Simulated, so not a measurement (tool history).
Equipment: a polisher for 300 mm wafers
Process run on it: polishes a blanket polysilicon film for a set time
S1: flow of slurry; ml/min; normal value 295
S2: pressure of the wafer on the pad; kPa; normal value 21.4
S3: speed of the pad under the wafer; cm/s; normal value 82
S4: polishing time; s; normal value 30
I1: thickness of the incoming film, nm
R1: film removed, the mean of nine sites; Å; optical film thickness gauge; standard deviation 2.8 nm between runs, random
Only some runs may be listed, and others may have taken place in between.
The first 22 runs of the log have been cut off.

run 23 day=64.379 | S1=295 S2=21.4 S3=82 S4=30 | I1=2171.6 | R1=2794
-- day=64.858 worn pad replaced by a new one
run 24 day=66.388 | S1=295 S2=17.9 S3=82 S4=30 | I1=2172.4 | R1=2525
run 25 day=69.917 | S1=360 S2=25.5 S3=70 S4=37 | I1=2170.4 | R1=3351
run 26 day=73.108 | S1=340 S2=21.4 S3=82 S4=30 | I1=2213.8 | R1=2822
run 27 day=77.379 | S1=295 S2=17.9 S3=92 S4=30 | I1=2143.1 | R1=2772
run 28 day=79.979 | S1=295 S2=14.5 S3=82 S4=30 | I1=2159.0 | R1=2189
-- day=81.212 head pressure recalibrated
run 29 day=84.408 | S1=295 S2=13.8 S3=82 S4=33 | I1=2151.1 | R1=2222
-- day=85.242 slurry nozzle cleaned
run 30 day=87.429 | S1=295 S2=21.4 S3=58 S4=22 | I1=2134.1 | R1=1358
-- day=87.617 worn pad replaced by a new one
run 31 day=91.654 | S1=295 S2=21.4 S3=82 S4=38 | I1=2192.3 | R1=3317
run 32 day=95.396 | S1=295 S2=17.9 S3=56 S4=20 | I1=2189.1 | R1=1086
run 33 day=102.833 | S1=295 S2=23.4 S3=82 S4=30 | I1=2185.4 | R1=2811
run 34 day=104.929 | S1=340 S2=24.8 S3=82 S4=30 | I1=2185.6 | R1=3012
run 35 day=107.196 | S1=295 S2=21.4 S3=82 S4=30 | I1=2182.8 | R1=2681
-- day=107.450 slurry nozzle cleaned
run 36 day=112.788 | S1=295 S2=28.3 S3=66 S4=26 | I1=2188.9 | R1=2272
-- day=115.604 worn pad replaced by a new one
run 37 day=116.108 | S1=335 S2=15.2 S3=104 S4=22 | I1=2200.1 | R1=2092
run 38 day=120.321 | S1=225 S2=18.6 S3=66 S4=22 | I1=2138.3 | R1=1433

Branching from run 38: 3 alternative next runs. What would each branch give?
run A day=120.338 | S1=295 S2=21.4 S3=82 S4=30 | I1=2173.4 | R1=?
run B day=120.338 | S1=295 S2=18.6 S3=72 S4=22 | I1=2173.4 | R1=?
run C day=120.338 | S1=295 S2=21.4 S3=104 S4=25 | I1=2173.4 | R1=?

run=A R1=2729
run=B R1=1611
run=C R1=2884
The same runs, with their run-to-run variation unchanged, on a tool lacking any hidden condition would have given:
run=A R1=2551
run=B R1=1506
run=C R1=2696
